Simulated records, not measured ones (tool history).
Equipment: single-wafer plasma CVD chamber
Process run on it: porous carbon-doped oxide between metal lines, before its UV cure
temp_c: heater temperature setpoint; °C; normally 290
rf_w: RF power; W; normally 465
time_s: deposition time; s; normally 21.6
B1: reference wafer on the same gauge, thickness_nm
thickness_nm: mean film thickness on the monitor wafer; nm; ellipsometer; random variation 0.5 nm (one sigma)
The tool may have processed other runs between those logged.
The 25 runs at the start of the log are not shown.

{"run": 26, "day": 51.854, "temp_c": 290, "rf_w": 465, "time_s": 22.8, "B1": 86.981, "thickness_nm": 111.874}
{"run": 27, "day": 53.575, "temp_c": 284, "rf_w": 465, "time_s": 19.0, "B1": 87.068, "thickness_nm": 97.917}
{"run": 28, "day": 55.9, "temp_c": 290, "rf_w": 465, "time_s": 21.6, "B1": 87.072, "thickness_nm": 106.565}
{"run": 29, "day": 58.283, "temp_c": 290, "rf_w": 465, "time_s": 21.6, "B1": 86.947, "thickness_nm": 105.533}
{"run": 30, "day": 60.596, "temp_c": 300, "rf_w": 375, "time_s": 24.7, "B1": 86.936, "thickness_nm": 103.276}
{"day": 61.929, "done": "gauge calibrated"}
{"run": 31, "day": 62.008, "temp_c": 290, "rf_w": 400, "time_s": 21.6, "B1": 86.935, "thickness_nm": 98.53}
{"run": 32, "day": 63.075, "temp_c": 284, "rf_w": 405, "time_s": 19.3, "B1": 87.063, "thickness_nm": 92.116}
{"run": 33, "day": 66.996, "temp_c": 299, "rf_w": 465, "time_s": 21.6, "B1": 86.835, "thickness_nm": 101.755}
{"run": 34, "day": 68.958, "temp_c": 298, "rf_w": 510, "time_s": 19.6, "B1": 86.954, "thickness_nm": 96.518}

4 options for the next run, each taken on its own from the tool as it stands now. Forecast them:
{"run": "A", "day": 68.975, "temp_c": 290, "rf_w": 465, "time_s": 21.6, "B1": "?", "thickness_nm": "?"}
{"run": "B", "day": 68.975, "temp_c": 299, "rf_w": 405, "time_s": 17.8, "B1": "?", "thickness_nm": "?"}
{"run": "C", "day": 68.975, "temp_c": 305, "rf_w": 380, "time_s": 21.6, "B1": "?", "thickness_nm": "?"}
{"run": "D", "day": 68.975, "temp_c": 290, "rf_w": 545, "time_s": 18.3, "B1": "?", "thickness_nm": "?"}

run=A B1=86.978 thickness_nm=106.426
run=B B1=86.978 thickness_nm=78.641
run=C B1=86.978 thickness_nm=89.130
run=D B1=86.978 thickness_nm=97.727
Had the tool no hidden state, the same runs would have come out as:
run=A thickness_nm=107.940
run=B thickness_nm=79.725
run=C thickness_nm=90.312
run=D thickness_nm=99.118
